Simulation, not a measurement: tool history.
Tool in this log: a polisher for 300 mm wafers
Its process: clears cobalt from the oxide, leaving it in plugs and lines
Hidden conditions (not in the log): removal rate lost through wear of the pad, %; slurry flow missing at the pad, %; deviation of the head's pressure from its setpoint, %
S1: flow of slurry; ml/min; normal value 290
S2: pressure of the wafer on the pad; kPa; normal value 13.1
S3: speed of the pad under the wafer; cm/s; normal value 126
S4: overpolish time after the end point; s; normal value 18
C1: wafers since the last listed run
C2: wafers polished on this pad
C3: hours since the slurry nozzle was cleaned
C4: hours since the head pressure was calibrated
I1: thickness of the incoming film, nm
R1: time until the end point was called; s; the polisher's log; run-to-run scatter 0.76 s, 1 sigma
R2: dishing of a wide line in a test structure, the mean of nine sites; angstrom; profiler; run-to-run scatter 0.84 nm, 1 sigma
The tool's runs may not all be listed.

run 1 hour=0 | S1=290 S2=11.7 S3=140 S4=18 | C1=0 C2=1286 C3=184.2 C4=618.8 | I1=295.6 | R1=50.3 R2=411
run 2 hour=32.7 | S1=290 S2=13.1 S3=108 S4=18 | C1=392 C2=1678 C3=216.9 C4=651.5 | I1=306.2 | R1=62.1 R2=399
-- hour=37 worn pad replaced by a new one
run 3 hour=48.5 | S1=290 S2=13.1 S3=108 S4=18 | C1=141 C2=137 C3=232.7 C4=667.3 | I1=301 | R1=52.6 R2=398
run 4 hour=79.4 | S1=290 S2=13.1 S3=108 S4=18 | C1=370 C2=508 C3=263.6 C4=698.2 | I1=298 | R1=52 R2=405
run 5 hour=101 | S1=290 S2=13.1 S3=126 S4=18 | C1=259 C2=767 C3=285.2 C4=719.8 | I1=295.4 | R1=46.8 R2=413
run 6 hour=135.4 | S1=290 S2=13.1 S3=126 S4=18 | C1=412 C2=1180 C3=319.6 C4=754.2 | I1=296.4 | R1=49.9 R2=390
run 7 hour=165.7 | S1=290 S2=13.1 S3=126 S4=18 | C1=363 C2=1544 C3=349.9 C4=784.5 | I1=294.6 | R1=51.1 R2=391
-- hour=185.3 worn pad replaced by a new one
run 8 hour=185.8 | S1=290 S2=13.1 S3=126 S4=18 | C1=193 C2=6 C3=370 C4=804.6 | I1=299.6 | R1=45.7 R2=411
run 9 hour=214.6 | S1=290 S2=13.1 S3=136 S4=18 | C1=345 C2=351 C3=398.8 C4=833.4 | I1=295.8 | R1=43.3 R2=411
run 10 hour=265.5 | S1=290 S2=13.1 S3=136 S4=18 | C1=610 C2=962 C3=449.7 C4=884.3 | I1=299.6 | R1=44.7 R2=406
-- hour=271.6 head pressure recalibrated
-- hour=276.9 slurry nozzle cleaned
run 11 hour=296.4 | S1=290 S2=13.1 S3=136 S4=18 | C1=334 C2=1297 C3=19.5 C4=24.8 | I1=301.1 | R1=54.1 R2=399
-- hour=307.4 worn pad replaced by a new one
run 12 hour=314.9 | S1=315 S2=13.1 S3=126 S4=23 | C1=174 C2=89 C3=38 C4=43.3 | I1=301.3 | R1=51.9 R2=425
run 13 hour=332.8 | S1=290 S2=13.1 S3=102 S4=23 | C1=214 C2=304 C3=55.9 C4=61.2 | I1=302 | R1=62.3 R2=408
run 14 hour=354.7 | S1=290 S2=13.1 S3=126 S4=18 | C1=262 C2=567 C3=77.8 C4=83.1 | I1=297 | R1=51.7 R2=400
run 15 hour=388.3 | S1=290 S2=13.1 S3=126 S4=18 | C1=403 C2=970 C3=111.4 C4=116.7 | I1=296.8 | R1=53.8 R2=403
run 16 hour=445.9 | S1=380 S2=10.3 S3=154 S4=13 | C1=691 C2=1661 C3=169 C4=174.3 | I1=300.2 | R1=61.2 R2=346
-- hour=451.7 worn pad replaced by a new one
run 17 hour=470.6 | S1=290 S2=15.2 S3=108 S4=27 | C1=248 C2=227 C3=193.7 C4=199 | I1=305.2 | R1=50.9 R2=436
run 18 hour=502.2 | S1=290 S2=13.1 S3=126 S4=18 | C1=379 C2=606 C3=225.3 C4=230.6 | I1=302.7 | R1=53 R2=405
run 19 hour=528.4 | S1=290 S2=11 S3=90 S4=13 | C1=314 C2=921 C3=251.5 C4=256.8 | I1=300.4 | R1=82 R2=293
run 20 hour=561.4 | S1=325 S2=13.1 S3=126 S4=23 | C1=396 C2=1317 C3=284.5 C4=289.8 | I1=295.6 | R1=54.7 R2=412
run 21 hour=574.5 | S1=200 S2=17.2 S3=126 S4=26 | C1=157 C2=1474 C3=297.6 C4=302.9 | I1=303.7 | R1=45.3 R2=442
-- hour=598.6 worn pad replaced by a new one
run 22 hour=609.2 | S1=240 S2=15.2 S3=86 S4=23 | C1=368 C2=126 C3=332.3 C4=337.6 | I1=298.8 | R1=57.7 R2=421
run 23 hour=637.3 | S1=355 S2=13.1 S3=150 S4=18 | C1=337 C2=464 C3=360.4 C4=365.7 | I1=297.8 | R1=43 R2=424
run 24 hour=659.9 | S1=290 S2=13.1 S3=84 S4=18 | C1=271 C2=735 C3=383 C4=388.3 | I1=300.8 | R1=69.9 R2=382

Branching from run 24: 5 alternative next runs. What would each branch give?
run A hour=660.3 | S1=245 S2=13.1 S3=126 S4=18 | C1=4 C2=740 C3=383.4 C4=388.7 | I1=299.1 | R1=? R2=?
run B hour=660.3 | S1=290 S2=13.1 S3=126 S4=24 | C1=4 C2=740 C3=383.4 C4=388.7 | I1=299.1 | R1=? R2=?
run C hour=660.3 | S1=290 S2=13.1 S3=96 S4=18 | C1=4 C2=740 C3=383.4 C4=388.7 | I1=299.1 | R1=? R2=?
run D hour=660.3 | S1=290 S2=9 S3=126 S4=26 | C1=4 C2=740 C3=383.4 C4=388.7 | I1=299.1 | R1=? R2=?
run E hour=660.3 | S1=355 S2=13.1 S3=126 S4=24 | C1=4 C2=740 C3=383.4 C4=388.7 | I1=299.1 | R1=? R2=?

run=A R1=51.2 R2=420
run=B R1=50.2 R2=443
run=C R1=62.1 R2=399
run=D R1=73.1 R2=422
run=E R1=49.3 R2=444
Stripped of hidden state, with their random variation kept, the same runs would have yielded:
run=A R1=53.9 R2=415
run=B R1=52.9 R2=440
run=C R1=65.5 R2=392
run=D R1=77 R2=418
run=E R1=51.9 R2=442
